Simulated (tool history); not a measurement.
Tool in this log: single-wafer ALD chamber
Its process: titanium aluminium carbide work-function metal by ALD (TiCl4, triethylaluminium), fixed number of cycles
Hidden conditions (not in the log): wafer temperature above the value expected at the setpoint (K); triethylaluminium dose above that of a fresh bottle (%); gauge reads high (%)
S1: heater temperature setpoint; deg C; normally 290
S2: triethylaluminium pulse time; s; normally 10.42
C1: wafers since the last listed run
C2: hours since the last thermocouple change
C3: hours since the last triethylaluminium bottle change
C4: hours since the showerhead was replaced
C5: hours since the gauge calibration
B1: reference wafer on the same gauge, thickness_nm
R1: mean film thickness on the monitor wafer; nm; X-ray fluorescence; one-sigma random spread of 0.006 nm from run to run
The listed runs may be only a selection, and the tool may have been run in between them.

run,day,S1,S2,C1,C2,C3,C4,C5,B1,R1
1,0.000,282,13.38,0,2010.0,1221.1,4075.7,146.4,1.629,1.810
2,0.796,282,13.38,319,2029.1,1240.2,4094.8,165.5,1.631,1.800
3,2.033,282,13.38,496,2058.8,1269.9,4124.5,195.2,1.628,1.811
4,3.104,286,10.42,429,2084.5,1295.6,4150.2,220.9,1.630,1.790
5,4.396,286,10.42,517,2115.5,1326.6,4181.2,251.9,1.629,1.794
6,5.650,290,10.42,502,2145.6,1356.7,4211.3,282.0,1.630,1.824
7,9.138,290,10.42,1398,2229.3,1440.4,4295.0,365.7,1.630,1.818
8,9.750,290,12.66,245,2244.0,1455.1,4309.7,380.4,1.630,1.858
# day 12.104: triethylaluminium bottle replaced
9,13.117,290,12.66,1215,2324.8,24.3,4390.5,461.2,1.631,1.768
# day 14.504: thermocouple changed; heater temperature recalibrated
10,14.525,299,7.81,430,0.5,58.1,4424.3,495.0,1.629,1.585
11,15.454,284,14.48,372,22.8,80.4,4446.6,517.3,1.630,1.760
# day 16.067: triethylaluminium bottle replaced, repeated, since the last time left the tool worse
12,16.400,279,6.79,245,45.5,8.0,4469.3,540.0,1.628,1.656

For run 13, what comes out?
# day 17.183: showerhead replaced
13,17.454,290,10.42,288,70.8,33.3,6.5,565.3,?,?

{"run 13": {"B1": 1.629, "R1": 1.865}}
The same run, on a tool lacking any hidden state, would have yielded R1 1.867 nm.
